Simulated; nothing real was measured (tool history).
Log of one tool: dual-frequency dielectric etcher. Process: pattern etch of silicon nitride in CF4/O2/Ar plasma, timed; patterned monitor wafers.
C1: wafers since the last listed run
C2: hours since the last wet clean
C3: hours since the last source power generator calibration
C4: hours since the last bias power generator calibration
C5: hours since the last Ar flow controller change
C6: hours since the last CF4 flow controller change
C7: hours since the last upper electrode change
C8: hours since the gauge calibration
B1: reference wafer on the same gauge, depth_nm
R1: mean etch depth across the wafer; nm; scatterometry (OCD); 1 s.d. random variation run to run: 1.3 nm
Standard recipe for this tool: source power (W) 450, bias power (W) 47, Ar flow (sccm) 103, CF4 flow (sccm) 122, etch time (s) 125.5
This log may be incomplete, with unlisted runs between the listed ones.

{"run": 1, "hour": 0.0, "source power (W)": 450, "bias power (W)": 47, "Ar flow (sccm)": 103, "CF4 flow (sccm)": 122, "etch time (s)": 125.5, "C1": 0, "C2": 390.8, "C3": 1647.1, "C4": 4066.4, "C5": 1309.4, "C6": 4305.2, "C7": 3215.1, "C8": 94.5, "B1": 176.9, "R1": 221.8}
{"run": 2, "hour": 9.3, "source power (W)": 450, "bias power (W)": 47, "Ar flow (sccm)": 103, "CF4 flow (sccm)": 122, "etch time (s)": 125.5, "C1": 103, "C2": 400.1, "C3": 1656.4, "C4": 4075.7, "C5": 1318.7, "C6": 4314.5, "C7": 3224.4, "C8": 103.8, "B1": 177, "R1": 219.8}
{"run": 3, "hour": 26.4, "source power (W)": 450, "bias power (W)": 47, "Ar flow (sccm)": 103, "CF4 flow (sccm)": 122, "etch time (s)": 125.5, "C1": 191, "C2": 417.2, "C3": 1673.5, "C4": 4092.8, "C5": 1335.8, "C6": 4331.6, "C7": 3241.5, "C8": 120.9, "B1": 176.8, "R1": 222.4}
{"run": 4, "hour": 40.1, "source power (W)": 450, "bias power (W)": 47, "Ar flow (sccm)": 103, "CF4 flow (sccm)": 122, "etch time (s)": 125.5, "C1": 153, "C2": 430.9, "C3": 1687.2, "C4": 4106.5, "C5": 1349.5, "C6": 4345.3, "C7": 3255.2, "C8": 134.6, "B1": 176.9, "R1": 222.4}
{"hour": 54.5, "done": "CF4 flow controller replaced"}
{"hour": 72.7, "done": "gauge calibrated"}
{"hour": 93.6, "done": "wet clean of the chamber"}
{"run": 5, "hour": 94.1, "source power (W)": 450, "bias power (W)": 47, "Ar flow (sccm)": 103, "CF4 flow (sccm)": 122, "etch time (s)": 125.5, "C1": 268, "C2": 0.5, "C3": 1741.2, "C4": 4160.5, "C5": 1403.5, "C6": 39.6, "C7": 3309.2, "C8": 21.4, "B1": 176.8, "R1": 219.1}
{"run": 6, "hour": 94.4, "source power (W)": 450, "bias power (W)": 47, "Ar flow (sccm)": 103, "CF4 flow (sccm)": 122, "etch time (s)": 125.5, "C1": 3, "C2": 0.8, "C3": 1741.5, "C4": 4160.8, "C5": 1403.8, "C6": 39.9, "C7": 3309.5, "C8": 21.7, "B1": 177.1, "R1": 220.7}
{"run": 7, "hour": 94.8, "source power (W)": 450, "bias power (W)": 47, "Ar flow (sccm)": 103, "CF4 flow (sccm)": 122, "etch time (s)": 125.5, "C1": 4, "C2": 1.2, "C3": 1741.9, "C4": 4161.2, "C5": 1404.2, "C6": 40.3, "C7": 3309.9, "C8": 22.1, "B1": 176.8, "R1": 222.8}
{"hour": 104.9, "done": "bias power generator calibrated"}
{"hour": 107.8, "done": "Ar flow controller replaced"}
{"hour": 120.6, "done": "upper electrode replaced"}
{"run": 8, "hour": 121.1, "source power (W)": 450, "bias power (W)": 51, "Ar flow (sccm)": 103, "CF4 flow (sccm)": 122, "etch time (s)": 125.5, "C1": 73, "C2": 27.5, "C3": 1768.2, "C4": 16.2, "C5": 13.3, "C6": 66.6, "C7": 0.5, "C8": 48.4, "B1": 176.9, "R1": 226.2}
{"run": 9, "hour": 121.5, "source power (W)": 450, "bias power (W)": 47, "Ar flow (sccm)": 103, "CF4 flow (sccm)": 122, "etch time (s)": 125.5, "C1": 4, "C2": 27.9, "C3": 1768.6, "C4": 16.6, "C5": 13.7, "C6": 67, "C7": 0.9, "C8": 48.8, "B1": 176.9, "R1": 223.2}
{"hour": 127.3, "done": "source power generator calibrated"}
{"run": 10, "hour": 127.8, "source power (W)": 350, "bias power (W)": 47, "Ar flow (sccm)": 83, "CF4 flow (sccm)": 122, "etch time (s)": 125.5, "C1": 25, "C2": 34.2, "C3": 0.5, "C4": 22.9, "C5": 20, "C6": 73.3, "C7": 7.2, "C8": 55.1, "B1": 176.9, "R1": 193}
{"run": 11, "hour": 133.5, "source power (W)": 390, "bias power (W)": 47, "Ar flow (sccm)": 80, "CF4 flow (sccm)": 122, "etch time (s)": 104.5, "C1": 63, "C2": 39.9, "C3": 6.2, "C4": 28.6, "C5": 25.7, "C6": 79, "C7": 12.9, "C8": 60.8, "B1": 176.7, "R1": 172.1}
{"run": 12, "hour": 143.0, "source power (W)": 390, "bias power (W)": 40, "Ar flow (sccm)": 103, "CF4 flow (sccm)": 122, "etch time (s)": 125.5, "C1": 106, "C2": 49.4, "C3": 15.7, "C4": 38.1, "C5": 35.2, "C6": 88.5, "C7": 22.4, "C8": 70.3, "B1": 177.2, "R1": 196.2}
{"run": 13, "hour": 155.1, "source power (W)": 360, "bias power (W)": 47, "Ar flow (sccm)": 103, "CF4 flow (sccm)": 122, "etch time (s)": 125.5, "C1": 135, "C2": 61.5, "C3": 27.8, "C4": 50.2, "C5": 47.3, "C6": 100.6, "C7": 34.5, "C8": 82.4, "B1": 177.3, "R1": 194}
{"run": 14, "hour": 168.4, "source power (W)": 450, "bias power (W)": 47, "Ar flow (sccm)": 103, "CF4 flow (sccm)": 122, "etch time (s)": 125.5, "C1": 148, "C2": 74.8, "C3": 41.1, "C4": 63.5, "C5": 60.6, "C6": 113.9, "C7": 47.8, "C8": 95.7, "B1": 177.4, "R1": 219.4}

Entry by entry between the runs, the difference in hidden state between the last listed run before and the first listed run after:
Logged between run 4 and run 5: CF4 flow controller replaced (hour 54.5); gauge calibrated (hour 72.7); wet clean of the chamber (hour 93.6)
  the hidden state is the same at both runs
Logged between run 7 and run 8: bias power generator calibrated (hour 104.9); Ar flow controller replaced (hour 107.8); upper electrode replaced (hour 120.6)
  the hidden state is the same at both runs
Logged between run 9 and run 10: source power generator calibrated (hour 127.3)
  the hidden state is the same at both runs

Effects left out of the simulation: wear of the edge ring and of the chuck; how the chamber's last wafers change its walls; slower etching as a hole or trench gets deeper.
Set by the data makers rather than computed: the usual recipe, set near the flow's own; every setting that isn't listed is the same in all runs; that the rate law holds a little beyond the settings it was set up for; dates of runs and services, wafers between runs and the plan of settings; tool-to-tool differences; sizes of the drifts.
